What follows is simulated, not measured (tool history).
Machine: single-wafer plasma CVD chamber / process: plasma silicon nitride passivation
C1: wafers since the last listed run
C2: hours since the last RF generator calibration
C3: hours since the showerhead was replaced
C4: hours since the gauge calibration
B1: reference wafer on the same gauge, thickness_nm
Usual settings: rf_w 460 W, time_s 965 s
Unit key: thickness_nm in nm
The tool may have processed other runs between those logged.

{"run": 1, "hour": 0.0, "rf_w": 460, "time_s": 965, "C1": 0, "C2": 1207.6, "C3": 2036.0, "C4": 449.2, "B1": 1489.659, "thickness_nm": 1397.27}
{"run": 2, "hour": 75.9, "rf_w": 460, "time_s": 965, "C1": 217, "C2": 1283.5, "C3": 2111.9, "C4": 525.1, "B1": 1490.499, "thickness_nm": 1391.378}
{"run": 3, "hour": 108.4, "rf_w": 460, "time_s": 965, "C1": 93, "C2": 1316.0, "C3": 2144.4, "C4": 557.6, "B1": 1490.26, "thickness_nm": 1395.651}
{"hour": 129.1, "done": "gauge calibrated"}
{"run": 4, "hour": 132.0, "rf_w": 480, "time_s": 926, "C1": 67, "C2": 1339.6, "C3": 2168.0, "C4": 2.9, "B1": 1490.242, "thickness_nm": 1368.404}
{"run": 5, "hour": 147.9, "rf_w": 480, "time_s": 926, "C1": 45, "C2": 1355.5, "C3": 2183.9, "C4": 18.8, "B1": 1490.25, "thickness_nm": 1357.174}
{"run": 6, "hour": 179.3, "rf_w": 480, "time_s": 926, "C1": 89, "C2": 1386.9, "C3": 2215.3, "C4": 50.2, "B1": 1490.1, "thickness_nm": 1365.343}
{"run": 7, "hour": 283.6, "rf_w": 460, "time_s": 965, "C1": 298, "C2": 1491.2, "C3": 2319.6, "C4": 154.5, "B1": 1489.678, "thickness_nm": 1396.296}
{"run": 8, "hour": 298.5, "rf_w": 460, "time_s": 965, "C1": 42, "C2": 1506.1, "C3": 2334.5, "C4": 169.4, "B1": 1489.996, "thickness_nm": 1391.179}
{"run": 9, "hour": 322.4, "rf_w": 460, "time_s": 965, "C1": 68, "C2": 1530.0, "C3": 2358.4, "C4": 193.3, "B1": 1489.731, "thickness_nm": 1397.124}
{"run": 10, "hour": 346.1, "rf_w": 460, "time_s": 965, "C1": 67, "C2": 1553.7, "C3": 2382.1, "C4": 217.0, "B1": 1490.286, "thickness_nm": 1394.091}
{"run": 11, "hour": 372.4, "rf_w": 395, "time_s": 965, "C1": 75, "C2": 1580.0, "C3": 2408.4, "C4": 243.3, "B1": 1490.673, "thickness_nm": 1308.61}
{"run": 12, "hour": 394.3, "rf_w": 395, "time_s": 965, "C1": 62, "C2": 1601.9, "C3": 2430.3, "C4": 265.2, "B1": 1489.612, "thickness_nm": 1311.936}
{"run": 13, "hour": 410.7, "rf_w": 425, "time_s": 1050, "C1": 46, "C2": 1618.3, "C3": 2446.7, "C4": 281.6, "B1": 1490.076, "thickness_nm": 1465.641}
{"run": 14, "hour": 428.1, "rf_w": 460, "time_s": 845, "C1": 49, "C2": 1635.7, "C3": 2464.1, "C4": 299.0, "B1": 1489.676, "thickness_nm": 1220.613}
{"hour": 438.2, "done": "RF generator calibrated"}
{"hour": 454.7, "done": "showerhead replaced"}
{"run": 15, "hour": 455.2, "rf_w": 460, "time_s": 845, "C1": 31, "C2": 17.0, "C3": 0.5, "C4": 326.1, "B1": 1489.573, "thickness_nm": 1239.133}
{"run": 16, "hour": 464.7, "rf_w": 390, "time_s": 965, "C1": 27, "C2": 26.5, "C3": 10.0, "C4": 335.6, "B1": 1489.847, "thickness_nm": 1319.285}
{"run": 17, "hour": 499.5, "rf_w": 480, "time_s": 926, "C1": 99, "C2": 61.3, "C3": 44.8, "C4": 370.4, "B1": 1489.971, "thickness_nm": 1376.551}

Expected results for the next run?
{"run": 18, "hour": 530.5, "rf_w": 515, "time_s": 850, "C1": 88, "C2": 92.3, "C3": 75.8, "C4": 401.4, "B1": "?", "thickness_nm": "?"}

{"run 18": {"B1": 1490.0, "thickness_nm": 1300.724}}
Without the tool's hidden state the same run would have given thickness_nm 1306.511 nm.
